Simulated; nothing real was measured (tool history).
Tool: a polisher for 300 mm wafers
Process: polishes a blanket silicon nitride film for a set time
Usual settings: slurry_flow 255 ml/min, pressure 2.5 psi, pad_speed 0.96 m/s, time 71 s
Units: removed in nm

run	hour	slurry_flow	pressure	pad_speed	time	wafers since the last listed run	wafers polished on this pad	hours since the slurry nozzle was cleaned	hours since the head pressure was calibrated	incoming thickness of the incoming film, nm	removed
1	0.0	255	2.5	0.96	71	0	131	298.3	799.8	581.3	81.9
# hour 31.4: head pressure recalibrated
2	65.8	255	2.5	0.96	89	912	1044	364.1	34.4	579.1	103.5
# hour 251.4: slurry nozzle cleaned
3	271.5	255	2.5	0.96	89	2927	3971	20.1	240.1	597.1	104.1
# hour 311.5: worn pad replaced by a new one
4	313.4	255	2.5	1.08	71	541	26	62.0	282.0	587.1	89.6
5	347.4	255	2.5	0.96	71	486	512	96.0	316.0	584.2	83.1
6	373.9	255	2.5	0.96	71	378	891	122.5	342.5	593.5	83.3
7	562.0	255	2.5	0.96	71	2689	3581	310.6	530.6	594.1	83.4
8	609.8	210	1.8	0.96	71	683	4265	358.4	578.4	593.4	58.5
# hour 636.4: worn pad replaced by a new one
9	660.5	210	1.8	0.96	71	667	344	409.1	629.1	584.6	58.6
# hour 693.4: head pressure recalibrated
10	705.3	210	1.8	0.96	71	612	956	453.9	11.9	586.9	57.9
11	734.1	255	2.5	0.96	71	411	1368	482.7	40.7	590.4	82.5
12	780.7	255	2.5	0.96	71	666	2034	529.3	87.3	596.9	83.4
# hour 796.6: slurry nozzle cleaned
13	936.3	255	2.5	0.96	71	2210	4245	139.7	242.9	579.4	82.9
14	985.5	215	2.5	0.96	71	703	4948	188.9	292.1	586.2	80.8
15	1019.3	330	2.9	1.20	71	483	5432	222.7	325.9	592.8	113.8
# hour 1030.6: worn pad replaced by a new one
16	1059.7	335	2.5	0.68	71	520	415	263.1	366.3	583.0	68.7
17	1129.2	200	3.0	1.08	71	993	1409	332.6	435.8	579.1	105.0
18	1179.9	255	2.5	0.96	71	725	2134	383.3	486.5	599.3	83.4
19	1223.0	255	3.3	0.96	71	616	2750	426.4	529.6	590.3	109.8
20	1252.9	215	2.2	1.06	81	427	3178	456.3	559.5	594.4	87.3
# hour 1267.4: slurry nozzle cleaned
21	1314.8	295	3.2	0.96	88	870	4049	47.4	621.4	593.9	133.2
22	1379.4	255	2.5	0.96	55	923	4972	112.0	686.0	589.8	64.5
# hour 1431.0: head pressure recalibrated
# hour 1435.0: worn pad replaced by a new one
23	1440.8	255	1.7	0.96	95	792	82	173.4	9.8	596.9	74.5
24	1507.0	255	2.5	0.96	71	946	1029	239.6	76.0	599.9	82.8
25	1538.7	255	2.5	0.76	82	453	1482	271.3	107.7	591.7	82.4
26	1590.5	255	2.5	0.96	71	740	2223	323.1	159.5	602.8	82.2
27	1746.9	255	2.1	0.96	58	2236	4460	479.5	315.9	584.0	57.1
28	1772.1	210	2.5	1.18	60	360	4820	504.7	341.1	598.0	79.5
29	1821.7	175	2.5	0.96	93	709	5529	554.3	390.7	601.8	103.7

5 ways to go on from here, each from the tool as it stands after run 29. What would each give?
A	1822.1	255	2.5	0.96	71	5	5535	554.7	391.1	586.4	?
B	1822.1	315	1.7	1.12	95	5	5535	554.7	391.1	586.4	?
C	1822.1	305	3.2	0.96	71	5	5535	554.7	391.1	586.4	?
D	1822.1	255	2.5	0.72	71	5	5535	554.7	391.1	586.4	?
E	1822.1	255	3.2	0.96	71	5	5535	554.7	391.1	586.4	?

run	removed
A	83.1
B	85.2
C	108.2
D	69.5
E	106.4
Without the tool's hidden state the same runs would have given:
run	removed
A	83.1
B	85.2
C	108.2
D	69.5
E	106.4

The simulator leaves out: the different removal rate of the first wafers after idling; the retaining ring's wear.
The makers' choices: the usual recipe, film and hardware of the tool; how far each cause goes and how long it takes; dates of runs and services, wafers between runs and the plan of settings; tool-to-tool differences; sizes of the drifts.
